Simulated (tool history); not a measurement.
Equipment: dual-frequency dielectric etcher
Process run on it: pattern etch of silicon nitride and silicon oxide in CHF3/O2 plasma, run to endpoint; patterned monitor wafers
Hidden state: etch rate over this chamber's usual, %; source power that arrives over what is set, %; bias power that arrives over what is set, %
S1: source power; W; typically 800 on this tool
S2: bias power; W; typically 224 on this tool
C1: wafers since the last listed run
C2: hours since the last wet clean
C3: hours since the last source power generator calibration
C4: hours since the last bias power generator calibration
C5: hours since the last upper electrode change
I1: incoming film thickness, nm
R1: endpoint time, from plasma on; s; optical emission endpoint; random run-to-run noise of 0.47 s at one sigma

Run 1, hour 0: usual settings; C1 0; C2 184.4; C3 4140.8; C4 1740.8; C5 4191.5; I1 316.9. Result: R1 156.1 s.
Run 2, hour 15.4: usual settings; C1 134; C2 199.8; C3 4156.2; C4 1756.2; C5 4206.9; I1 314.7. Result: R1 154.2 s.
Run 3, hour 31.6: usual settings; C1 141; C2 216; C3 4172.4; C4 1772.4; C5 4223.1; I1 315.1. Result: R1 154.3 s.
Run 4, hour 49: usual settings but S1 670 W; C1 152; C2 233.4; C3 4189.8; C4 1789.8; C5 4240.5; I1 315.4. Result: R1 165.1 s.
Run 5, hour 71.2: usual settings but S1 670 W; C1 194; C2 255.6; C3 4212; C4 1812; C5 4262.7; I1 318.5. Result: R1 167.8 s.
Run 6, hour 91: usual settings but S1 670 W; C1 173; C2 275.4; C3 4231.8; C4 1831.8; C5 4282.5; I1 317.6. Result: R1 165.6 s.
Run 7, hour 111.6: usual settings; C1 180; C2 296; C3 4252.4; C4 1852.4; C5 4303.1; I1 313.4. Result: R1 153.3 s.
Run 8, hour 141.7: usual settings; C1 263; C2 326.1; C3 4282.5; C4 1882.5; C5 4333.2; I1 313.1. Result: R1 152.7 s.
Run 9, hour 167.7: usual settings but S2 193 W; C1 227; C2 352.1; C3 4308.5; C4 1908.5; C5 4359.2; I1 313.9. Result: R1 160.5 s.
Run 10, hour 198.9: usual settings but S2 193 W; C1 273; C2 383.3; C3 4339.7; C4 1939.7; C5 4390.4; I1 313.4. Result: R1 160.9 s.
Run 11, hour 223.6: usual settings; C1 216; C2 408; C3 4364.4; C4 1964.4; C5 4415.1; I1 315.9. Result: R1 154.3 s.
Run 12, hour 253.9: usual settings; C1 265; C2 438.3; C3 4394.7; C4 1994.7; C5 4445.4; I1 316.8. Result: R1 153.7 s.
At hour 327.1: wet clean of the chamber.
Run 13, hour 355.3: usual settings; C1 677; C2 28.2; C3 4496.1; C4 2096.1; C5 4546.8; I1 315.9. Result: R1 156.5 s.
At hour 360.9: bias power generator calibrated.
Run 14, hour 379.8: usual settings; C1 179; C2 52.7; C3 4520.6; C4 18.9; C5 4571.3; I1 317.9. Result: R1 156.8 s.
Run 15, hour 413.7: usual settings but S1 710 W; C1 296; C2 86.6; C3 4554.5; C4 52.8; C5 4605.2; I1 316.6. Result: R1 163.8 s.
Run 16, hour 433.1: usual settings but S1 710 W; C1 169; C2 106; C3 4573.9; C4 72.2; C5 4624.6; I1 318.9. Result: R1 164.4 s.
Run 17, hour 455.2: usual settings but S1 910 W, S2 242 W; C1 193; C2 128.1; C3 4596; C4 94.3; C5 4646.7; I1 314.8. Result: R1 144.2 s.
Run 18, hour 478: usual settings but S1 690 W, S2 259 W; C1 199; C2 150.9; C3 4618.8; C4 117.1; C5 4669.5; I1 313. Result: R1 154.3 s.
Run 19, hour 498.9: usual settings but S1 650 W, S2 273 W; C1 182; C2 171.8; C3 4639.7; C4 138; C5 4690.4; I1 315.8. Result: R1 156 s.
Run 20, hour 513.2: usual settings but S1 930 W, S2 206 W; C1 125; C2 186.1; C3 4654; C4 152.3; C5 4704.7; I1 317.3. Result: R1 152 s.
Run 21, hour 584.4: usual settings but S1 930 W, S2 172 W; C1 623; C2 257.3; C3 4725.2; C4 223.5; C5 4775.9; I1 315.4. Result: R1 159.8 s.
At hour 637: upper electrode replaced.
Run 22, hour 637.5: usual settings but S1 610 W, S2 257 W; C1 254; C2 310.4; C3 4778.3; C4 276.6; C5 0.5; I1 319.2. Result: R1 164.6 s.
Run 23, hour 637.9: usual settings but S1 720 W, S2 175 W; C1 3; C2 310.8; C3 4778.7; C4 277; C5 0.9; I1 317.8. Result: R1 176.6 s.
Run 24, hour 641.8: usual settings but S1 730 W, S2 259 W; C1 34; C2 314.7; C3 4782.6; C4 280.9; C5 4.8; I1 315.9. Result: R1 150.5 s.
At hour 654.3: source power generator calibrated.
Run 25, hour 654.8: usual settings; C1 78; C2 327.7; C3 0.5; C4 293.9; C5 17.8; I1 317.3. Result: R1 155.4 s.
Run 26, hour 722.2: usual settings but S2 174 W; C1 590; C2 395.1; C3 67.9; C4 361.3; C5 85.2; I1 316.7. Result: R1 168.5 s.
Run 27, hour 744.6: usual settings but S2 184 W; C1 196; C2 417.5; C3 90.3; C4 383.7; C5 107.6; I1 316.4. Result: R1 165.4 s.
Run 28, hour 774.9: usual settings; C1 265; C2 447.8; C3 120.6; C4 414; C5 137.9; I1 317.8. Result: R1 154.9 s.
At hour 815.6: wet clean of the chamber.
Run 29, hour 816.1: usual settings but S2 203 W; C1 150; C2 0.5; C3 161.8; C4 455.2; C5 179.1; I1 317.3. Result: R1 162.7 s.
Run 30, hour 825.2: usual settings; C1 79; C2 9.6; C3 170.9; C4 464.3; C5 188.2; I1 319.1. Result: R1 159.1 s.
Run 31, hour 852.1: usual settings but S2 275 W; C1 235; C2 36.5; C3 197.8; C4 491.2; C5 215.1; I1 320.2. Result: R1 147.8 s.
Run 32, hour 869.2: usual settings but S1 700 W; C1 149; C2 53.6; C3 214.9; C4 508.3; C5 232.2; I1 316.2. Result: R1 165.4 s.
Run 33, hour 900.5: usual settings but S1 940 W, S2 208 W; C1 274; C2 84.9; C3 246.2; C4 539.6; C5 263.5; I1 316.9. Result: R1 152.3 s.
Run 34, hour 912.8: usual settings but S1 910 W; C1 107; C2 97.2; C3 258.5; C4 551.9; C5 275.8; I1 314.3. Result: R1 148.2 s.
Run 35, hour 925.4: usual settings but S1 620 W, S2 271 W; C1 110; C2 109.8; C3 271.1; C4 564.5; C5 288.4; I1 317.1. Result: R1 162.2 s.
Run 36, hour 939.7: usual settings; C1 125; C2 124.1; C3 285.4; C4 578.8; C5 302.7; I1 318.9. Result: R1 158.6 s.

Here are 3 independent what-if runs from the current tool condition. What would each one return?
Run A, hour 940.2: usual settings but S2 194 W; C1 4; C2 124.6; C3 285.9; C4 579.3; C5 303.2; I1 318.4. Result: R1 ?.
Run B, hour 940.2: usual settings but S1 870 W, S2 202 W; C1 4; C2 124.6; C3 285.9; C4 579.3; C5 303.2; I1 318.4. Result: R1 ?.
Run C, hour 940.2: usual settings but S1 720 W, S2 199 W; C1 4; C2 124.6; C3 285.9; C4 579.3; C5 303.2; I1 318.4. Result: R1 ?.

run     R1
  A  164.4
  B  157.1
  C  169.6
Had the tool no hidden state, the same runs would have come out as:
run     R1
  A  164.5
  B  157.1
  C  169.7

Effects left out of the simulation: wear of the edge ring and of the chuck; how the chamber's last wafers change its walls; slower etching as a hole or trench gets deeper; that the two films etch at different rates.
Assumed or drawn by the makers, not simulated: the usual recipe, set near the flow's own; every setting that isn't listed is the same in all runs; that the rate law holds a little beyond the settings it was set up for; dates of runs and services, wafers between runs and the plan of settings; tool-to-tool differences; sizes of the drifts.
